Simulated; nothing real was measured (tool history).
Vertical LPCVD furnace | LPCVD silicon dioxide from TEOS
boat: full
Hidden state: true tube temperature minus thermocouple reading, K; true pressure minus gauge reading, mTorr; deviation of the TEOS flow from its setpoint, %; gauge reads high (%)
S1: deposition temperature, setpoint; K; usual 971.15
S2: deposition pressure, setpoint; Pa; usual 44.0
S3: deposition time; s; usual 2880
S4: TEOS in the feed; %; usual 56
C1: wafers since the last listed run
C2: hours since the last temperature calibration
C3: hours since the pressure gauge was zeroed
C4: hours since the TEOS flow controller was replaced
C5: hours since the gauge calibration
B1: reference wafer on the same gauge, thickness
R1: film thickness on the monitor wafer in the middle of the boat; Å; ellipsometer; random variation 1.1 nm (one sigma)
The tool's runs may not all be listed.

| run | hour | S1 | S2 | S3 | S4 | C1 | C2 | C3 | C4 | C5 | B1 | R1 |
|---|---|---|---|---|---|---|---|---|---|---|---|---|
| 1 | 0.0 | 971.15 | 44.0 | 2880 | 56 | 0 | 2431.8 | 3263.6 | 7149.8 | 14.2 | 351.56 | 3320.9 |
| 2 | 18.0 | 971.15 | 44.0 | 2880 | 56 | 182 | 2449.8 | 3281.6 | 7167.8 | 32.2 | 350.42 | 3301.7 |
| 3 | 43.2 | 968.15 | 44.0 | 2880 | 56 | 255 | 2475.0 | 3306.8 | 7193.0 | 57.4 | 351.07 | 3106.6 |
| 4 | 58.3 | 971.15 | 44.0 | 2880 | 56 | 153 | 2490.1 | 3321.9 | 7208.1 | 72.5 | 351.10 | 3300.7 |
| 5 | 82.8 | 971.15 | 44.0 | 2880 | 56 | 248 | 2514.6 | 3346.4 | 7232.6 | 97.0 | 350.65 | 3331.7 |
| 6 | 104.6 | 971.15 | 44.0 | 2880 | 56 | 220 | 2536.4 | 3368.2 | 7254.4 | 118.8 | 350.67 | 3338.9 |
| 7 | 119.8 | 971.15 | 44.0 | 2880 | 50 | 154 | 2551.6 | 3383.4 | 7269.6 | 134.0 | 350.75 | 3134.3 |
| 8 | 146.7 | 971.15 | 44.0 | 2880 | 50 | 272 | 2578.5 | 3410.3 | 7296.5 | 160.9 | 351.34 | 3139.1 |
| 9 | 179.8 | 971.15 | 44.0 | 2880 | 50 | 335 | 2611.6 | 3443.4 | 7329.6 | 194.0 | 351.11 | 3139.1 |
| 10 | 203.6 | 971.15 | 44.0 | 2880 | 48 | 241 | 2635.4 | 3467.2 | 7353.4 | 217.8 | 350.71 | 3083.8 |

Forecast run 11:
| 11 | 236.0 | 971.15 | 44.0 | 2880 | 56 | 328 | 2667.8 | 3499.6 | 7385.8 | 250.2 | ? | ? |

Run 11 gave B1 350.53, R1 3332.6 Å.
Without the tool's hidden state the same run would have given R1 2995.0 Å.

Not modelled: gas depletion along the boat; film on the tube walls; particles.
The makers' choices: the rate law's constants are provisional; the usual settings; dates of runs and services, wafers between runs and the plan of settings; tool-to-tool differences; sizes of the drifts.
